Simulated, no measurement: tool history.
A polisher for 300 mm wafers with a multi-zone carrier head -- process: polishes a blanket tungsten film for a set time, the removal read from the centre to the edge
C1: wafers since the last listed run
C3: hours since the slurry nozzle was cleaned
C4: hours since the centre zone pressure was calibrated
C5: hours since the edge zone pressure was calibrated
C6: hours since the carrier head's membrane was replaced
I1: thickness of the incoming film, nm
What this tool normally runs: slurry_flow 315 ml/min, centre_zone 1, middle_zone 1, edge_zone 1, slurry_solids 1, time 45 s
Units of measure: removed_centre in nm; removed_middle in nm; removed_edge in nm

{"run": 1, "day": 0.0, "slurry_flow": 315, "centre_zone": 0.88, "middle_zone": 1, "edge_zone": 1, "slurry_solids": 1, "time": 45, "C1": 0, "wafers polished on this pad": 2066, "C3": 730.9, "C4": 375.3, "C5": 225, "C6": 1491.1, "I1": 1119.9, "removed_centre": 190.6, "removed_middle": 207.8, "removed_edge": 209.5}
{"day": 1.283, "done": "slurry nozzle cleaned"}
{"run": 2, "day": 2.933, "slurry_flow": 315, "centre_zone": 1.09, "middle_zone": 1, "edge_zone": 1, "slurry_solids": 1, "time": 45, "C1": 753, "wafers polished on this pad": 2819, "C3": 39.6, "C4": 445.7, "C5": 295.4, "C6": 1561.5, "I1": 1094.7, "removed_centre": 229.6, "removed_middle": 203.5, "removed_edge": 205.1}
{"run": 3, "day": 5.162, "slurry_flow": 315, "centre_zone": 1, "middle_zone": 1, "edge_zone": 1, "slurry_solids": 1, "time": 45, "C1": 580, "wafers polished on this pad": 3399, "C3": 93.1, "C4": 499.2, "C5": 348.9, "C6": 1615, "I1": 1104, "removed_centre": 205.3, "removed_middle": 198.1, "removed_edge": 200.8}
{"day": 7.142, "done": "worn pad replaced by a new one"}
{"day": 7.604, "done": "carrier head's membrane replaced by a new one"}
{"run": 4, "day": 8.079, "slurry_flow": 315, "centre_zone": 0.94, "middle_zone": 1, "edge_zone": 1, "slurry_solids": 0.75, "time": 45, "C1": 661, "wafers polished on this pad": 190, "C3": 163.1, "C4": 569.2, "C5": 418.9, "C6": 11.4, "I1": 1112, "removed_centre": 198.1, "removed_middle": 204.6, "removed_edge": 205.6}
{"run": 5, "day": 10.7, "slurry_flow": 315, "centre_zone": 1, "middle_zone": 1, "edge_zone": 1.08, "slurry_solids": 1, "time": 57, "C1": 682, "wafers polished on this pad": 872, "C3": 226, "C4": 632.1, "C5": 481.8, "C6": 74.3, "I1": 1112.7, "removed_centre": 274.2, "removed_middle": 267.6, "removed_edge": 280.9}
{"run": 6, "day": 13.462, "slurry_flow": 315, "centre_zone": 1, "middle_zone": 0.91, "edge_zone": 1.04, "slurry_solids": 1, "time": 45, "C1": 719, "wafers polished on this pad": 1592, "C3": 292.3, "C4": 698.4, "C5": 548.1, "C6": 140.6, "I1": 1108.6, "removed_centre": 220.2, "removed_middle": 192.9, "removed_edge": 214.4}
{"day": 13.875, "done": "centre zone pressure recalibrated"}
{"run": 7, "day": 15.038, "slurry_flow": 315, "centre_zone": 1, "middle_zone": 1, "edge_zone": 1, "slurry_solids": 1, "time": 45, "C1": 388, "wafers polished on this pad": 1980, "C3": 330.1, "C4": 27.9, "C5": 585.9, "C6": 178.4, "I1": 1096.8, "removed_centre": 216.7, "removed_middle": 208.6, "removed_edge": 212.6}
{"run": 8, "day": 16.196, "slurry_flow": 315, "centre_zone": 1, "middle_zone": 1, "edge_zone": 1, "slurry_solids": 1, "time": 45, "C1": 301, "wafers polished on this pad": 2282, "C3": 357.9, "C4": 55.7, "C5": 613.7, "C6": 206.2, "I1": 1095.6, "removed_centre": 211.5, "removed_middle": 207, "removed_edge": 207.6}
{"run": 9, "day": 17.504, "slurry_flow": 315, "centre_zone": 1, "middle_zone": 1.1, "edge_zone": 1, "slurry_solids": 1, "time": 36, "C1": 340, "wafers polished on this pad": 2623, "C3": 389.3, "C4": 87.1, "C5": 645.1, "C6": 237.6, "I1": 1096.4, "removed_centre": 171.7, "removed_middle": 177.4, "removed_edge": 165.8}
{"day": 18.862, "done": "edge zone pressure recalibrated"}
{"run": 10, "day": 19.083, "slurry_flow": 235, "centre_zone": 0.9, "middle_zone": 1, "edge_zone": 1, "slurry_solids": 1.1, "time": 45, "C1": 389, "wafers polished on this pad": 3012, "C3": 427.2, "C4": 125, "C5": 5.3, "C6": 275.5, "I1": 1100.6, "removed_centre": 179.5, "removed_middle": 198.1, "removed_edge": 201.1}
{"run": 11, "day": 20.129, "slurry_flow": 315, "centre_zone": 1, "middle_zone": 1, "edge_zone": 1, "slurry_solids": 1, "time": 45, "C1": 272, "wafers polished on this pad": 3284, "C3": 452.3, "C4": 150.1, "C5": 30.4, "C6": 300.6, "I1": 1114.2, "removed_centre": 206.9, "removed_middle": 197.7, "removed_edge": 201.8}
{"run": 12, "day": 21.883, "slurry_flow": 315, "centre_zone": 1, "middle_zone": 1, "edge_zone": 1, "slurry_solids": 1, "time": 45, "C1": 456, "wafers polished on this pad": 3741, "C3": 494.4, "C4": 192.2, "C5": 72.5, "C6": 342.7, "I1": 1117.9, "removed_centre": 201.7, "removed_middle": 194.3, "removed_edge": 200.6}
{"run": 13, "day": 23.508, "slurry_flow": 315, "centre_zone": 1, "middle_zone": 1, "edge_zone": 1, "slurry_solids": 1, "time": 45, "C1": 423, "wafers polished on this pad": 4164, "C3": 533.4, "C4": 231.2, "C5": 111.5, "C6": 381.7, "I1": 1133, "removed_centre": 197.4, "removed_middle": 191.4, "removed_edge": 187.6}
{"run": 14, "day": 25.288, "slurry_flow": 315, "centre_zone": 0.93, "middle_zone": 1, "edge_zone": 1, "slurry_solids": 0.9, "time": 45, "C1": 463, "wafers polished on this pad": 4628, "C3": 576.1, "C4": 273.9, "C5": 154.2, "C6": 424.4, "I1": 1126.7, "removed_centre": 178.2, "removed_middle": 182.7, "removed_edge": 180.1}
{"day": 26.012, "done": "worn pad replaced by a new one"}
{"day": 27.054, "done": "slurry nozzle cleaned"}
{"run": 15, "day": 27.212, "slurry_flow": 315, "centre_zone": 1, "middle_zone": 1, "edge_zone": 1, "slurry_solids": 0.8, "time": 45, "C1": 447, "wafers polished on this pad": 301, "C3": 3.8, "C4": 320.1, "C5": 200.4, "C6": 470.6, "I1": 1118, "removed_centre": 210.3, "removed_middle": 205.7, "removed_edge": 208.1}
{"run": 16, "day": 30.896, "slurry_flow": 315, "centre_zone": 1, "middle_zone": 1, "edge_zone": 1, "slurry_solids": 0.75, "time": 45, "C1": 959, "wafers polished on this pad": 1260, "C3": 92.2, "C4": 408.5, "C5": 288.8, "C6": 559, "I1": 1111.6, "removed_centre": 208.1, "removed_middle": 203.5, "removed_edge": 204.7}
{"run": 17, "day": 32.496, "slurry_flow": 315, "centre_zone": 1, "middle_zone": 1, "edge_zone": 1, "slurry_solids": 1, "time": 45, "C1": 416, "wafers polished on this pad": 1676, "C3": 130.6, "C4": 446.9, "C5": 327.2, "C6": 597.4, "I1": 1122.4, "removed_centre": 212.2, "removed_middle": 211.5, "removed_edge": 213.6}
{"run": 18, "day": 34.7, "slurry_flow": 315, "centre_zone": 0.94, "middle_zone": 0.94, "edge_zone": 1, "slurry_solids": 1.25, "time": 36, "C1": 573, "wafers polished on this pad": 2250, "C3": 183.5, "C4": 499.8, "C5": 380.1, "C6": 650.3, "I1": 1110.6, "removed_centre": 164.6, "removed_middle": 165.8, "removed_edge": 174}
{"run": 19, "day": 36.542, "slurry_flow": 315, "centre_zone": 1.06, "middle_zone": 1, "edge_zone": 1, "slurry_solids": 1, "time": 45, "C1": 479, "wafers polished on this pad": 2730, "C3": 227.7, "C4": 544, "C5": 424.3, "C6": 694.5, "I1": 1101.4, "removed_centre": 220.7, "removed_middle": 203.3, "removed_edge": 206}
{"run": 20, "day": 37.654, "slurry_flow": 315, "centre_zone": 1, "middle_zone": 1, "edge_zone": 1, "slurry_solids": 1, "time": 45, "C1": 289, "wafers polished on this pad": 3020, "C3": 254.4, "C4": 570.7, "C5": 451, "C6": 721.2, "I1": 1124.2, "removed_centre": 209.5, "removed_middle": 201.4, "removed_edge": 200.2}

Some steps in removed_centre between neighbouring runs. How much of each would the tool show without its hidden state too (settings, what came in, random variation), and how much is left for the hidden state, with any gauge scatter that isn't in both results?
Hidden state at play: removal rate lost through wear of the pad, %; slurry flow missing at the pad, %; deviation of the centre zone's pressure from its setpoint, %; deviation of the edge zone's pressure from its setpoint, %.
Run 3 -> 4: centre_zone 1 -> 0.94, slurry_solids 1 -> 0.75, worn pad replaced by a new one, carrier head's membrane replaced by a new one. removed_centre -7.2 nm: hidden state +14.7, all else -21.9.
Run 4 -> 5: centre_zone 0.94 -> 1, edge_zone 1 -> 1.08, slurry_solids 0.75 -> 1, time 45 -> 57. removed_centre +76.1 nm: hidden state -2.3, all else +78.4.
Run 14 -> 15: centre_zone 0.93 -> 1, slurry_solids 0.9 -> 0.8, worn pad replaced by a new one, slurry nozzle cleaned. removed_centre +32.1 nm: hidden state +26.9, all else +5.2.
Run 18 -> 19: centre_zone 0.94 -> 1.06, middle_zone 0.94 -> 1, slurry_solids 1.25 -> 1, time 36 -> 45. removed_centre +56.1 nm: hidden state -5.8, all else +61.9.
